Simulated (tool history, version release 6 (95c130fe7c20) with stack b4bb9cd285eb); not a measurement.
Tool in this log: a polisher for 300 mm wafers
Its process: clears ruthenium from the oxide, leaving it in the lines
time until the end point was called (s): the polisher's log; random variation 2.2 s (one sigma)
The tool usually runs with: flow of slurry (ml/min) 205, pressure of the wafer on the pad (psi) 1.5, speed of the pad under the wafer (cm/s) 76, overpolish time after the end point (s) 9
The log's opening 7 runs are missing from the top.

run    hour  flow of slurry (ml/min)  pressure of the wafer on the pad (psi)  speed of the pad under the wafer (cm/s)  overpolish time after the end point (s)  incoming thickness of the incoming film, nm  time until the end point was called (s)
  8   431.0                      225                                     1.5                                       62                                        9                                         76.7                                    178.4
  9   477.1                      225                                     1.5                                       62                                        9                                         73.5                                    176.8
 10   546.7                      225                                     1.5                                       62                                        9                                         75.3                                    179.8
      553.8  -- slurry nozzle cleaned
      600.6  -- worn pad replaced by a new one
 11   605.4                      205                                     1.8                                       76                                       10                                         74.5                                    125.3
 12   672.8                      205                                     1.8                                       76                                       10                                         73.6                                    125.8
 13   716.1                      205                                     1.3                                       92                                        9                                         75.4                                    130.4
 14   764.8                      205                                     1.3                                       92                                        9                                         74.7                                    127.4
 15   801.2                      205                                     1.5                                       76                                        8                                         74.0                                    143.3
 16   845.4                      170                                     1.3                                       52                                       13                                         75.0                                    235.5
 17   883.3                      140                                     1.5                                       64                                       14                                         74.5                                    182.4
      910.7  -- head pressure recalibrated
 18   950.4                      225                                     1.5                                       62                                        9                                         74.5                                    173.8
 19   991.6                      205                                     1.5                                       76                                        9                                         76.4                                    143.8
 20  1020.9                      175                                     1.9                                       66                                        6                                         74.6                                    148.1
     1056.8  -- worn pad replaced by a new one
 21  1079.5                      155                                     1.2                                       84                                       11                                         75.5                                    157.2

Expected results for the next run?
     1102.0  -- slurry nozzle cleaned
 22  1136.4                      205                                     1.5                                       76                                        9                                         74.2                                        ?

Run 22 measured time until the end point was called (s) 143.3.
With the hidden condition absent and the run-to-run variation left alone, this run would have shown time until the end point was called (s) 143.3.
